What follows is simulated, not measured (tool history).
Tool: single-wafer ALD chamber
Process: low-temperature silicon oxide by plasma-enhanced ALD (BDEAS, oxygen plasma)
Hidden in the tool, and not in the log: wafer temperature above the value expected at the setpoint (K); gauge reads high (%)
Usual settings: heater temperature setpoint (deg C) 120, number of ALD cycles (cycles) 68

run	day	heater temperature setpoint (deg C)	number of ALD cycles (cycles)	wafers since the last listed run	hours since the last thermocouple change	hours since the gauge calibration	read-back reference wafer on the same gauge, thickness_nm	mean film thickness on the monitor wafer (nm)
1	0.000	110	68	0	1487.0	662.7	11.501	10.170
2	3.329	110	68	357	1566.9	742.6	11.499	10.194
3	7.425	110	68	440	1665.2	840.9	11.488	10.156
4	9.658	120	68	240	1718.8	894.5	11.490	9.902
# day 11.808: thermocouple changed; heater temperature recalibrated
5	11.829	120	68	197	0.5	946.6	11.496	10.022
6	15.188	120	75	360	81.1	1027.2	11.503	11.054
7	17.025	120	75	197	125.2	1071.3	11.498	11.085
8	20.929	120	75	419	218.9	1165.0	11.494	11.042
9	24.771	120	78	412	311.1	1257.2	11.509	11.541
10	28.921	120	78	446	410.7	1356.8	11.502	11.545
11	32.958	120	58	433	507.6	1453.7	11.492	8.582
12	43.375	120	58	1119	757.6	1703.7	11.499	8.560
13	45.838	120	58	264	816.7	1762.8	11.504	8.540
14	49.812	120	68	427	912.1	1858.2	11.490	10.049
15	53.717	114	68	419	1005.8	1951.9	11.506	10.151
16	56.262	114	68	273	1066.9	2013.0	11.508	10.148
17	58.604	112	68	251	1123.1	2069.2	11.488	10.180
18	62.992	112	68	471	1228.4	2174.5	11.500	10.093
19	66.438	120	68	370	1311.1	2257.2	11.494	9.984
# day 67.792: gauge calibrated
20	70.304	120	68	415	1403.9	60.3	11.503	9.954
21	73.783	115	63	373	1487.4	143.8	11.504	9.299
22	76.650	120	79	308	1556.2	212.6	11.494	11.473
23	81.017	129	59	469	1661.0	317.4	11.494	8.425
24	83.929	110	68	313	1730.9	387.3	11.487	10.090
# day 94.208: thermocouple changed; heater temperature recalibrated
25	96.212	106	73	1284	48.1	682.1	11.498	11.036
26	98.700	120	68	267	107.8	741.8	11.505	10.011
27	103.008	120	68	463	211.2	845.2	11.493	9.992
28	105.871	120	68	307	279.9	913.9	11.493	10.004
29	108.233	127	64	253	336.6	970.6	11.494	9.283
30	110.721	120	79	267	396.3	1030.3	11.485	11.603
31	114.612	105	59	418	489.7	1123.7	11.498	8.957
32	117.708	128	79	332	564.0	1198.0	11.505	11.408
33	121.792	120	63	438	662.0	1296.0	11.505	9.255
34	124.196	132	58	258	719.7	1353.7	11.491	8.287
35	127.683	131	61	374	803.4	1437.4	11.499	8.724
36	131.129	114	56	370	886.1	1520.1	11.493	8.318
37	135.008	120	79	416	979.2	1613.2	11.498	11.612
38	138.038	113	59	325	1051.9	1685.9	11.496	8.772
39	142.250	115	63	452	1153.0	1787.0	11.503	9.356
40	145.117	120	64	308	1221.8	1855.8	11.496	9.415

Forecast each of these 3 alternatives for the next run:
A	145.138	120	68	2	1222.3	1856.3	?	?
B	145.138	116	64	2	1222.3	1856.3	?	?
C	145.138	133	78	2	1222.3	1856.3	?	?

run	read-back reference wafer on the same gauge, thickness_nm	mean film thickness on the monitor wafer (nm)
A	11.504	9.962
B	11.504	9.457
C	11.504	11.107
Without the tool's hidden state the same runs would have given:
run	mean film thickness on the monitor wafer (nm)
A	10.055
B	9.545
C	11.214

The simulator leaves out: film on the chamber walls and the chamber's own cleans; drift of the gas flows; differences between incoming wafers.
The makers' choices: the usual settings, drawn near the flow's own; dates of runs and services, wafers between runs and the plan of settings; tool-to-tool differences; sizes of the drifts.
